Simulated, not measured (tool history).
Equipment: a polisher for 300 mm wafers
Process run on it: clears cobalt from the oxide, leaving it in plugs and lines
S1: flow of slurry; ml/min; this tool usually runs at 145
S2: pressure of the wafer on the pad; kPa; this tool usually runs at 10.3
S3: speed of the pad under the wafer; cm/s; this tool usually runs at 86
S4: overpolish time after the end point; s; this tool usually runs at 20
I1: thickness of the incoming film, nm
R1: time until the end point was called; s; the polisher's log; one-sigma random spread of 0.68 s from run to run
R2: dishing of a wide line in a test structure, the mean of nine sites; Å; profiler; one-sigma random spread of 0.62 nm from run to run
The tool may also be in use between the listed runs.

run   hour   S1    S2   S3  S4     I1    R1   R2
  1      0  120     9   86  20  152.6  67.6  274
  2   14.6  145  10.3   86  20  150.6    57  290
  3   60.6  145  10.3  100  20  149.5  50.6  296
  4   75.4  145  10.3  100  20  150.4  49.6  287
      80.4  -- head pressure recalibrated
      85.6  -- worn pad replaced by a new one, of another model than before
  5   86.1  145  10.3   86  20    150  52.9  300
  6   94.5  145  10.3   86  20  150.7  54.2  300
  7  101.2  145  10.3   86  20  148.6  54.8  289
  8  117.1  145  10.3   86  20  151.7  56.4  283
  9  134.4  145  10.3   86  20  148.6  56.2  282
 10  157.2  145  10.3  102  20  148.2  53.5  292
 11  167.2  145  10.3  102  20  150.9  54.4  299
 12  173.9  145  10.3  102  20  151.3  54.5  299
     183.3  -- slurry nozzle cleaned
 13  186.8  145  10.3   86  20  151.9  62.3  280
 14    199  130  10.3   86  13  148.4  60.2  224
 15  212.6  190   8.3   86  13  150.7  67.1  209
     217.6  -- worn pad replaced by a new one
 16  228.3  115   8.3   86  20    151  66.5  279
 17  243.1  145     9   60  20  150.9  75.5  256
 18  258.8  145  12.4   86  20  151.5  50.4  299
 19  267.3  190   8.3   86  13  151.3  66.5  209
 20  278.8  145  12.4   64  20  147.1  58.5  283
 21  295.2  125  10.3   68  20  150.7  69.3  264
 22    306  180  10.3  116  10    151  49.4  213
 23  313.6  145  10.3   86  20  152.4  60.3  273
 24  331.6  145  10.3   86  31  153.1  60.6  327
     336.1  -- worn pad replaced by a new one
 25    347  145  10.3  100  20  151.1  51.4  306
 26  358.6  145  10.3   86  20  148.7    55  299
 27  376.4  165  10.3  104  20  148.4  50.5  304
 28  385.5  115     9   76  20    150  69.7  266
 29  395.5  145   8.3   86  20  152.5  68.9  261
 30  412.8  145  13.1   86  20  150.2  49.8  299
 31  427.2  195   7.6   86  20  152.8  73.2  265
 32  442.2  160  12.4   86  11  150.2  52.8  217
     450.5  -- worn pad replaced by a new one
 33  456.5  145  10.3  114  20  150.6  44.9  308
 34  463.1  145  10.3   86  20  150.7  54.4  300
 35  473.8  145  10.3   86  20  148.5  54.2  292

4 ways to go on from here, each from the tool as it stands after run 35. What would each give?
  A  474.2  100  10.3   86  20  151.8   ?   ?
  B  474.2  110   8.3  106  31  151.8   ?   ?
  C  474.2  170  10.3   86  20  151.8   ?   ?
  D  474.2  180  10.3   58  10  151.8   ?   ?

run    R1   R2
  A  58.8  297
  B  59.9  345
  C  56.2  303
  D  68.6  180
Without the tool's hidden state the same runs would have given:
run    R1   R2
  A  55.6  304
  B  56.6  350
  C  53.1  310
  D  64.8  187
